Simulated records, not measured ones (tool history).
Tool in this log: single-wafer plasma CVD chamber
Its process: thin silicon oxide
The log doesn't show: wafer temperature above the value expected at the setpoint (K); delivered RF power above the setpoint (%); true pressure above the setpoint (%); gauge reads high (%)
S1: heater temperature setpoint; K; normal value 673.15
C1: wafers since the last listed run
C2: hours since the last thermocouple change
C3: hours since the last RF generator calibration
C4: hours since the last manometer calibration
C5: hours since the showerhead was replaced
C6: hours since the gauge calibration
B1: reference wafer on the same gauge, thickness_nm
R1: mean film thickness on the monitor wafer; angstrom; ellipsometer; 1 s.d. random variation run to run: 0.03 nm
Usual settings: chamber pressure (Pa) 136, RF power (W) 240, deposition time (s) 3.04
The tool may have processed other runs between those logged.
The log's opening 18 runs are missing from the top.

Run 19, hour 279.2: usual settings but S1 660.15 K, chamber pressure (Pa) 117, RF power (W) 270, deposition time (s) 3.56; C1 304; C2 8.7; C3 142.2; C4 101.2; C5 4024.1; C6 32.2; B1 5.383. Result: R1 61.81 angstrom.
Run 20, hour 286.8: usual settings but S1 668.15 K; C1 281; C2 16.3; C3 149.8; C4 108.8; C5 4031.7; C6 39.8; B1 5.377. Result: R1 56.82 angstrom.
At hour 302.1: showerhead replaced.
Run 21, hour 302.6: usual settings but S1 678.15 K; C1 289; C2 32.1; C3 165.6; C4 124.6; C5 0.5; C6 55.6; B1 5.384. Result: R1 56.98 angstrom.
Run 22, hour 309.1: usual settings but S1 684.15 K, RF power (W) 265; C1 241; C2 38.6; C3 172.1; C4 131.1; C5 7.0; C6 62.1; B1 5.382. Result: R1 59.29 angstrom.
Run 23, hour 325.8: usual settings but S1 660.15 K, RF power (W) 285; C1 619; C2 55.3; C3 188.8; C4 147.8; C5 23.7; C6 78.8; B1 5.383. Result: R1 62.31 angstrom.
Run 24, hour 340.6: usual settings but S1 658.15 K, deposition time (s) 2.47; C1 549; C2 70.1; C3 203.6; C4 162.6; C5 38.5; C6 93.6; B1 5.382. Result: R1 47.03 angstrom.
Run 25, hour 358.3: usual settings but S1 659.15 K, deposition time (s) 2.88; C1 656; C2 87.8; C3 221.3; C4 180.3; C5 56.2; C6 111.3; B1 5.378. Result: R1 54.68 angstrom.
Run 26, hour 375.6: usual settings but S1 665.15 K, chamber pressure (Pa) 109, RF power (W) 255; C1 641; C2 105.1; C3 238.6; C4 197.6; C5 73.5; C6 128.6; B1 5.383. Result: R1 47.57 angstrom.
Run 27, hour 382.2: usual settings but S1 667.15 K, RF power (W) 255; C1 244; C2 111.7; C3 245.2; C4 204.2; C5 80.1; C6 135.2; B1 5.389. Result: R1 59.12 angstrom.
Run 28, hour 395.6: usual settings but deposition time (s) 3.53; C1 497; C2 125.1; C3 258.6; C4 217.6; C5 93.5; C6 148.6; B1 5.382. Result: R1 66.36 angstrom.
Run 29, hour 404.3: usual settings but chamber pressure (Pa) 155, deposition time (s) 3.51; C1 322; C2 133.8; C3 267.3; C4 226.3; C5 102.2; C6 157.3; B1 5.384. Result: R1 72.57 angstrom.
Run 30, hour 419.0: usual settings but chamber pressure (Pa) 163, deposition time (s) 3.54; C1 545; C2 148.5; C3 282.0; C4 241.0; C5 116.9; C6 172.0; B1 5.378. Result: R1 74.94 angstrom.

Consider 3 possible next runs. They are alternatives, not a sequence: every one starts from the tool as it was left by run 30. What does each give?
Run A, hour 419.4: usual settings; C1 14; C2 148.9; C3 282.4; C4 241.4; C5 117.3; C6 172.4; B1 ?. Result: R1 ?.
Run B, hour 419.4: usual settings but S1 687.15 K, chamber pressure (Pa) 127; C1 14; C2 148.9; C3 282.4; C4 241.4; C5 117.3; C6 172.4; B1 ?. Result: R1 ?.
Run C, hour 419.4: usual settings but S1 667.15 K, chamber pressure (Pa) 159, RF power (W) 220, deposition time (s) 3.22; C1 14; C2 148.9; C3 282.4; C4 241.4; C5 117.3; C6 172.4; B1 ?. Result: R1 ?.

run     B1     R1
  A  5.376  57.53
  B  5.376  53.70
  C  5.376  65.72
The same runs, with their run-to-run variation unchanged, on a tool lacking any hidden condition would have given:
run     R1
  A  57.18
  B  53.28
  C  65.48
